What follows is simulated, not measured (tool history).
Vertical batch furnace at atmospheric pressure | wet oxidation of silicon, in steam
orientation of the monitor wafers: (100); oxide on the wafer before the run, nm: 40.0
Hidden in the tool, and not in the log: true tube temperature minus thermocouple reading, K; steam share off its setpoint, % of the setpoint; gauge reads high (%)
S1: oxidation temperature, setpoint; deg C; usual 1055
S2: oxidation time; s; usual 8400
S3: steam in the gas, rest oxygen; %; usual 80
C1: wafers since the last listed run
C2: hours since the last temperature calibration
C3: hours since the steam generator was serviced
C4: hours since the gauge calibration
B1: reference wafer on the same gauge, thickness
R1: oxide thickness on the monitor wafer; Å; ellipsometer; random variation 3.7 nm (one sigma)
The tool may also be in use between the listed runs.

run,day,S1,S2,S3,C1,C2,C3,C4,B1,R1
1,0.000,1072,11670,80,0,965.7,2012.1,461.5,745.25,9651.6
2,3.500,1072,11670,80,888,1049.7,2096.1,545.5,744.64,9720.9
3,6.508,1072,11670,80,763,1121.9,2168.3,617.7,744.83,9579.8
4,15.483,1036,9660,80,2278,1337.3,2383.7,833.1,744.30,7401.8
5,19.704,1036,9660,80,1071,1438.6,2485.0,934.4,747.02,7401.2
6,23.675,1045,11160,80,1008,1533.9,2580.3,1029.7,744.35,8415.0
7,25.621,1045,11160,80,493,1580.6,2627.0,1076.4,745.63,8284.8
8,29.275,1055,8400,76,927,1668.3,2714.7,1164.1,746.03,7234.8
9,32.600,1055,8400,76,844,1748.1,2794.5,1243.9,747.02,7135.5
10,34.683,1055,8400,76,528,1798.1,2844.5,1293.9,744.25,7148.1
11,37.442,1055,8400,80,700,1864.3,2910.7,1360.1,744.84,7384.1
12,40.546,1055,8400,80,788,1938.8,2985.2,1434.6,744.63,7359.7
13,42.562,1055,8400,80,511,1987.2,3033.6,1483.0,746.03,7387.4
14,46.008,1055,8400,80,874,2069.9,3116.3,1565.7,744.77,7336.1
15,49.754,1055,8400,80,950,2159.8,3206.2,1655.6,746.01,7322.5
16,53.871,1055,8400,80,1045,2258.6,3305.0,1754.4,745.46,7377.5
17,57.167,1055,10080,84,836,2337.7,3384.1,1833.5,746.32,8363.3
# day 61.838: steam generator serviced
18,62.288,1055,10080,84,1046,2460.6,10.8,1956.4,743.85,8752.3
19,65.767,1044,8400,72,883,2544.1,94.3,2039.9,744.70,6872.7
20,68.042,1055,8400,85,577,2598.7,148.9,2094.5,744.19,7898.2
21,72.283,1055,8400,80,1076,2700.5,250.7,2196.3,745.07,7620.8
22,76.125,1055,8400,80,975,2792.7,342.9,2288.5,744.84,7689.9
23,79.175,1073,10500,76,774,2865.9,416.1,2361.7,744.88,9091.7
24,81.542,1065,8400,80,600,2922.7,472.9,2418.5,743.93,8010.4
25,84.508,1066,8400,69,753,2993.9,544.1,2489.7,744.02,7447.1
# day 86.954: thermocouples replaced and temperature profile calibrated
26,86.975,1055,11400,86,372,0.5,603.3,2548.9,744.51,9533.8
27,90.188,1055,8400,80,815,77.6,680.4,2626.0,744.98,7672.9
# day 93.233: gauge calibrated
28,94.612,1055,8400,77,1123,183.8,786.6,33.1,744.39,7508.5
29,98.204,1055,10440,85,911,270.0,872.8,119.3,745.40,8991.1
30,102.383,1042,8400,80,1060,370.3,973.1,219.6,744.34,7248.8
31,105.167,1032,8400,80,706,437.1,1039.9,286.4,744.63,6929.3
32,106.675,1080,7020,80,382,473.3,1076.1,322.6,747.01,7686.7
33,108.896,1055,8400,70,563,526.6,1129.4,375.9,745.68,7094.6
34,111.596,1043,5460,92,685,591.4,1194.2,440.7,744.96,6153.3
35,114.492,1055,8400,80,735,660.9,1263.7,510.2,744.05,7663.0
36,118.842,1055,8400,80,1104,765.3,1368.1,614.6,743.27,7652.8

The tool's hidden state at each run:
true tube temperature minus thermocouple reading, K: 0 in every run
gauge reads high (%): 0 in every run
H1: steam share off its setpoint, % of the setpoint
run,H1
1,-5.15
2,-5.36
3,-5.55
4,-6.15
5,-6.44
6,-6.74
7,-6.89
8,-7.17
9,-7.44
10,-7.61
11,-7.84
12,-8.11
13,-8.29
14,-8.59
15,-8.94
16,-9.33
17,-9.65
18,-0.55
19,-0.555
20,-0.563
21,-0.588
22,-0.621
23,-0.655
24,-0.686
25,-0.73
26,-0.771
27,-0.831
28,-0.926
29,-1.01
30,-1.13
31,-1.21
32,-1.25
33,-1.33
34,-1.42
35,-1.52
36,-1.69
